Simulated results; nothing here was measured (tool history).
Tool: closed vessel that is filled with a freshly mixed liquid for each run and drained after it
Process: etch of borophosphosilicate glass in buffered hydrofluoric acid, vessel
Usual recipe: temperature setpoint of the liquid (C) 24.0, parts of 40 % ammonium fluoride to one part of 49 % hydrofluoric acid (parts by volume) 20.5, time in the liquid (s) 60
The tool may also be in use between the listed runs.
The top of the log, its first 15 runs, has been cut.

run,day,temperature setpoint of the liquid (C),parts of 40 % ammonium fluoride to one part of 49 % hydrofluoric acid (parts by volume),time in the liquid (s),wafers since the last listed run,hours since the thermometer was replaced,hours since the hydrofluoric acid flow meter was replaced,hours since the gauge calibration,"read-back film thickness of the borophosphosilicate glass reference wafer, read on the same gauge (nm)",thickness taken off the borophosphosilicate glass on a monitor wafer (angstrom)
16,53.083,24.0,25.0,45,30066,1128.0,356.5,1266.2,120.01,397.4
17,55.529,22.0,13.5,60,8011,1186.7,415.2,1324.9,120.02,818.1
18,59.871,20.5,27.5,35,14221,1290.9,519.4,1429.1,119.99,236.5
19,63.950,22.0,20.5,60,13361,1388.8,617.3,1527.0,119.97,545.4
20,69.183,20.0,15.0,30,17141,1514.4,742.9,1652.6,120.02,330.1
21,70.733,24.0,20.5,60,5077,1551.6,780.1,1689.8,120.00,604.8
22,72.350,28.5,16.0,70,5295,1590.4,818.9,1728.6,119.97,1133.5
23,74.288,24.0,20.5,60,6346,1636.9,865.4,1775.1,119.97,606.5
24,78.779,25.5,15.0,60,14712,1744.7,973.2,1882.9,119.97,888.8
25,82.054,24.0,13.0,60,10727,1823.3,1051.8,1961.5,120.00,947.4
26,85.925,24.0,16.5,75,12678,1916.2,1144.7,2054.4,119.99,926.7
27,89.950,24.0,24.5,75,13183,2012.8,1241.3,2151.0,120.00,670.2
28,93.967,24.0,20.5,60,13156,2109.2,1337.7,2247.4,120.01,601.8
29,96.221,24.0,20.5,60,7383,2163.3,1391.8,2301.5,120.02,604.7
30,99.196,24.0,16.5,60,9744,2234.7,1463.2,2372.9,119.98,744.4
31,101.792,20.0,12.5,35,8502,2297.0,1525.5,2435.2,120.00,456.9
32,105.558,27.0,27.0,60,12337,2387.4,1615.9,2525.6,119.99,585.7

Branching from run 32: 3 alternative next runs. What would each branch give?
A,105.588,24.0,20.5,60,95,2388.1,1616.6,2526.3,?,?
B,105.588,24.0,16.0,60,95,2388.1,1616.6,2526.3,?,?
C,105.588,27.0,13.5,80,95,2388.1,1616.6,2526.3,?,?

run,"read-back film thickness of the borophosphosilicate glass reference wafer, read on the same gauge (nm)",thickness taken off the borophosphosilicate glass on a monitor wafer (angstrom)
A,119.95,601.4
B,119.95,762.9
C,119.95,1412.9
Without the tool's unlogged condition, the same runs would have read:
run,thickness taken off the borophosphosilicate glass on a monitor wafer (angstrom)
A,614.6
B,779.6
C,1443.2
